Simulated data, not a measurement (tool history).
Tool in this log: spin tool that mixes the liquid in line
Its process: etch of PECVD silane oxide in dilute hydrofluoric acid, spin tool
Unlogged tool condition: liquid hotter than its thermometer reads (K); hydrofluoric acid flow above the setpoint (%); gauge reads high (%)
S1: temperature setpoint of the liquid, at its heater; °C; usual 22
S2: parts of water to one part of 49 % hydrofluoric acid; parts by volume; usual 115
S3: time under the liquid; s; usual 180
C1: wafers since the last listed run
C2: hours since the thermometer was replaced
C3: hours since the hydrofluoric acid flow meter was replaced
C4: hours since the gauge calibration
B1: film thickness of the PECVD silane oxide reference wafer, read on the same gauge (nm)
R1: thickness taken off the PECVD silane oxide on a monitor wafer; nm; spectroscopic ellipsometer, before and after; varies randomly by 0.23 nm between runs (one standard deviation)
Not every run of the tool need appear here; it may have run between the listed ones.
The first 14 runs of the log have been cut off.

run 15 hour=149.2 | S1=22 S2=115 S3=215 | C1=66 C2=40.6 C3=1188.3 C4=19.4 | B1=110.04 | R1=49.5
run 16 hour=163.3 | S1=22 S2=55 S3=180 | C1=139 C2=54.7 C3=1202.4 C4=33.5 | B1=110 | R1=91.75
-- hour=168.6 hydrofluoric acid flow meter replaced
run 17 hour=178.8 | S1=22 S2=70 S3=120 | C1=143 C2=70.2 C3=10.2 C4=49 | B1=109.97 | R1=50.66
run 18 hour=188.1 | S1=22 S2=130 S3=80 | C1=92 C2=79.5 C3=19.5 C4=58.3 | B1=109.97 | R1=17.13
run 19 hour=197.6 | S1=22 S2=55 S3=180 | C1=94 C2=89 C3=29 C4=67.8 | B1=109.97 | R1=98.26
run 20 hour=206.5 | S1=22 S2=55 S3=180 | C1=88 C2=97.9 C3=37.9 C4=76.7 | B1=109.97 | R1=98.18
run 21 hour=216.9 | S1=26.5 S2=65 S3=145 | C1=103 C2=108.3 C3=48.3 C4=87.1 | B1=109.97 | R1=80.16
run 22 hour=225.7 | S1=22 S2=115 S3=180 | C1=87 C2=117.1 C3=57.1 C4=95.9 | B1=109.96 | R1=44.59
-- hour=231.8 hydrofluoric acid flow meter replaced, repeated, since the last time left the tool worse
run 23 hour=237.4 | S1=22 S2=130 S3=140 | C1=106 C2=128.8 C3=5.6 C4=107.6 | B1=109.96 | R1=25.9
run 24 hour=246.2 | S1=22 S2=115 S3=180 | C1=87 C2=137.6 C3=14.4 C4=116.4 | B1=110.01 | R1=38.18
run 25 hour=255.3 | S1=26.5 S2=65 S3=145 | C1=90 C2=146.7 C3=23.5 C4=125.5 | B1=110.03 | R1=69.49
run 26 hour=262.3 | S1=22 S2=115 S3=180 | C1=69 C2=153.7 C3=30.5 C4=132.5 | B1=110 | R1=38.32
run 27 hour=273.5 | S1=22 S2=115 S3=235 | C1=111 C2=164.9 C3=41.7 C4=143.7 | B1=109.98 | R1=49.45
run 28 hour=281.9 | S1=24.5 S2=60 S3=230 | C1=83 C2=173.3 C3=50.1 C4=152.1 | B1=110 | R1=110.23
run 29 hour=290.7 | S1=18.5 S2=90 S3=75 | C1=87 C2=182.1 C3=58.9 C4=160.9 | B1=110.01 | R1=18.35

Expected results for the next run?
run 30 hour=307.1 | S1=23.5 S2=175 S3=215 | C1=162 C2=198.5 C3=75.3 C4=177.3 | B1=? | R1=?

{"run 30": {"B1": 109.95, "R1": 29.79}}
On a tool with no hidden condition, and with the same random variation, this run would have come out at R1 29.07 nm.
